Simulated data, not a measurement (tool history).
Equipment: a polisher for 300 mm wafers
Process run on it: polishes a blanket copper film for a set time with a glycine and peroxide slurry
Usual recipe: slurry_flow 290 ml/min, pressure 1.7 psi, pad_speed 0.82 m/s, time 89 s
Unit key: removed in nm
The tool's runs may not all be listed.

| run | day | slurry_flow | pressure | pad_speed | time | incoming thickness of the incoming film, nm | removed |
|---|---|---|---|---|---|---|---|
| 1 | 0 | 290 | 1.7 | 0.64 | 89 | 953.7 | 253.1 |
| 2 | 0.746 | 290 | 1.7 | 0.82 | 89 | 980.9 | 290.8 |
| 3 | 1.412 | 290 | 1.7 | 0.82 | 89 | 954.3 | 290.5 |
| 4 | 2.046 | 290 | 2.1 | 0.82 | 89 | 964.1 | 334.4 |
| 5 | 3.308 | 290 | 2.1 | 0.82 | 89 | 977.4 | 325.5 |
|  | 3.862 | head pressure recalibrated |
|  | 4.558 | worn pad replaced by a new one |
| 6 | 5.012 | 320 | 1.7 | 0.82 | 89 | 944.2 | 318.9 |
| 7 | 5.317 | 290 | 1.7 | 0.82 | 89 | 956.2 | 315.7 |
| 8 | 5.85 | 290 | 1.7 | 0.82 | 89 | 962.3 | 298 |
| 9 | 6.538 | 290 | 1.7 | 0.82 | 89 | 946.7 | 298.2 |
| 10 | 7.388 | 290 | 1.7 | 0.82 | 89 | 957.3 | 288.6 |
| 11 | 7.983 | 290 | 1.7 | 0.82 | 89 | 977.7 | 287.6 |
| 12 | 8.238 | 290 | 1.7 | 0.82 | 89 | 942.1 | 284.6 |
| 13 | 8.596 | 290 | 1.4 | 0.82 | 89 | 950.4 | 250.4 |
| 14 | 9.129 | 290 | 1.4 | 0.82 | 89 | 952.7 | 248.1 |
| 15 | 9.862 | 290 | 1.7 | 0.82 | 67 | 972.6 | 212.8 |
|  | 10.425 | worn pad replaced by a new one |
| 16 | 10.446 | 290 | 1.7 | 0.82 | 89 | 954.6 | 313.9 |
|  | 12.333 | slurry nozzle cleaned |
| 17 | 12.371 | 330 | 2.1 | 0.82 | 89 | 958.1 | 357.1 |
| 18 | 12.629 | 290 | 1.5 | 0.82 | 89 | 953 | 279.5 |
| 19 | 13.321 | 330 | 1.7 | 0.7 | 60 | 958.3 | 184.5 |
| 20 | 13.808 | 290 | 1.7 | 0.82 | 89 | 976.4 | 292.7 |
| 21 | 14.367 | 290 | 1.7 | 0.82 | 76 | 940.6 | 253.9 |
| 22 | 14.729 | 290 | 1.7 | 0.82 | 89 | 956.7 | 290.4 |
| 23 | 14.979 | 290 | 1.3 | 0.64 | 89 | 956.5 | 210.9 |
| 24 | 15.458 | 290 | 1.7 | 0.82 | 89 | 960.9 | 287.8 |
|  | 15.688 | worn pad replaced by a new one |
| 25 | 15.971 | 290 | 1.7 | 0.82 | 89 | 947.2 | 327.8 |
| 26 | 16.275 | 255 | 1.7 | 0.64 | 114 | 952 | 345.9 |
| 27 | 16.821 | 290 | 2.1 | 0.82 | 63 | 958.4 | 258.2 |
| 28 | 17.179 | 290 | 1.7 | 0.82 | 89 | 974.3 | 312.8 |
| 29 | 17.471 | 250 | 1.9 | 0.82 | 89 | 952.3 | 323 |
| 30 | 18.142 | 290 | 1.7 | 0.54 | 89 | 953.4 | 226.9 |
| 31 | 18.412 | 320 | 1.7 | 0.7 | 109 | 968.9 | 332 |
| 32 | 18.696 | 290 | 2.1 | 0.82 | 89 | 964.1 | 346.4 |
| 33 | 19.1 | 290 | 1.7 | 0.82 | 89 | 946 | 289.7 |
| 34 | 19.404 | 290 | 2.3 | 0.82 | 89 | 960.4 | 378.9 |
|  | 20.242 | worn pad replaced by a new one |
| 35 | 20.262 | 210 | 2.1 | 0.82 | 64 | 976.3 | 260.2 |
| 36 | 20.562 | 240 | 1.9 | 0.54 | 89 | 968.1 | 257.5 |

Each row is a separate what-if for the run after 36, all from the same tool condition, not one after another. Results?
| A | 20.579 | 290 | 1.7 | 0.7 | 89 | 958.9 | ? |
| B | 20.579 | 220 | 1.7 | 0.82 | 59 | 958.9 | ? |
| C | 20.579 | 345 | 1.7 | 0.9 | 89 | 958.9 | ? |
| D | 20.579 | 220 | 1.9 | 0.68 | 89 | 958.9 | ? |
| E | 20.579 | 290 | 1.7 | 0.68 | 89 | 958.9 | ? |

| run | removed |
|---|---|
| A | 282.7 |
| B | 201.1 |
| C | 342.8 |
| D | 287.8 |
| E | 277.3 |
The same runs, with their run-to-run variation unchanged, on a tool lacking any hidden condition would have given:
| run | removed |
|---|---|
| A | 300.5 |
| B | 214.7 |
| C | 363.6 |
| D | 307.2 |
| E | 294.8 |

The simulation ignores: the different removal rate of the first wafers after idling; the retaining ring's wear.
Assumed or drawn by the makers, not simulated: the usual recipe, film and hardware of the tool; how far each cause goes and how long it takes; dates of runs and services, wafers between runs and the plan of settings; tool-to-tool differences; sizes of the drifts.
